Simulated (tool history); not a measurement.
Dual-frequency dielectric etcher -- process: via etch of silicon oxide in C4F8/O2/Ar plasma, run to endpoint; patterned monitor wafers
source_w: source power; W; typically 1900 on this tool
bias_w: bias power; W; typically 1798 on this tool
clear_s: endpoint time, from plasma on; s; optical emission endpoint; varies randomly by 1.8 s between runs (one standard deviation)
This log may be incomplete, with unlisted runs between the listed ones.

run	hour	source_w	bias_w	wafers since the last listed run	hours since the last wet clean	hours since the last source power generator calibration	hours since the last bias power generator calibration	hours since the last upper electrode change	incoming incoming film thickness, nm	clear_s
1	0.0	1900	1798	0	288.8	2463.4	3251.6	6179.0	1159.5	229.0
2	23.0	1900	1798	62	311.8	2486.4	3274.6	6202.0	1164.1	226.6
3	43.3	1900	1798	55	332.1	2506.7	3294.9	6222.3	1152.3	221.7
4	65.1	1900	1798	59	353.9	2528.5	3316.7	6244.1	1153.7	223.9
5	78.8	1900	1572	37	367.6	2542.2	3330.4	6257.8	1150.7	227.0
6	107.9	1900	1798	78	396.7	2571.3	3359.5	6286.9	1147.4	220.8
7	141.9	1900	1798	92	430.7	2605.3	3393.5	6320.9	1146.1	217.8
8	166.2	1900	1798	65	455.0	2629.6	3417.8	6345.2	1157.9	221.3
9	180.7	1780	2132	39	469.5	2644.1	3432.3	6359.7	1144.6	219.9
10	215.2	1780	2132	93	504.0	2678.6	3466.8	6394.2	1161.8	218.9
# hour 228.0: bias power generator calibrated
# hour 235.4: source power generator calibrated
# hour 247.5: wet clean of the chamber
11	248.0	1780	2132	34	0.5	12.6	20.0	6427.0	1146.5	230.3
12	255.0	2060	1980	18	7.5	19.6	27.0	6434.0	1153.9	215.4
13	289.4	1540	1798	93	41.9	54.0	61.4	6468.4	1155.0	261.4
# hour 326.9: upper electrode replaced
14	343.4	1900	1798	81	95.9	108.0	115.4	16.5	1144.4	224.9
15	370.2	2360	1502	72	122.7	134.8	142.2	43.3	1153.3	211.9
16	393.4	2370	1948	62	145.9	158.0	165.4	66.5	1169.1	204.0
17	429.2	2350	2127	97	181.7	193.8	201.2	102.3	1155.5	195.2
18	449.2	1900	1798	54	201.7	213.8	221.2	122.3	1152.4	226.9
19	465.1	1900	1798	43	217.6	229.7	237.1	138.2	1151.4	225.7
20	479.1	2070	2213	37	231.6	243.7	251.1	152.2	1149.6	205.4
21	506.0	1590	1411	72	258.5	270.6	278.0	179.1	1144.0	259.3
22	537.4	1780	2132	85	289.9	302.0	309.4	210.5	1157.8	222.6
23	565.5	2240	2206	76	318.0	330.1	337.5	238.6	1149.3	194.5

Each row is a separate what-if for the run after 23, all from the same tool condition, not one after another. Results?
A	566.0	1900	2237	1	318.5	330.6	338.0	239.1	1165.9	?
B	566.0	2310	2088	1	318.5	330.6	338.0	239.1	1165.9	?
C	566.0	2350	2148	1	318.5	330.6	338.0	239.1	1165.9	?
D	566.0	2220	1557	1	318.5	330.6	338.0	239.1	1165.9	?

run	clear_s
A	214.7
B	198.5
C	195.6
D	216.1
What these runs would have given with no unlogged condition in the tool:
run	clear_s
A	220.7
B	204.0
C	201.0
D	222.1

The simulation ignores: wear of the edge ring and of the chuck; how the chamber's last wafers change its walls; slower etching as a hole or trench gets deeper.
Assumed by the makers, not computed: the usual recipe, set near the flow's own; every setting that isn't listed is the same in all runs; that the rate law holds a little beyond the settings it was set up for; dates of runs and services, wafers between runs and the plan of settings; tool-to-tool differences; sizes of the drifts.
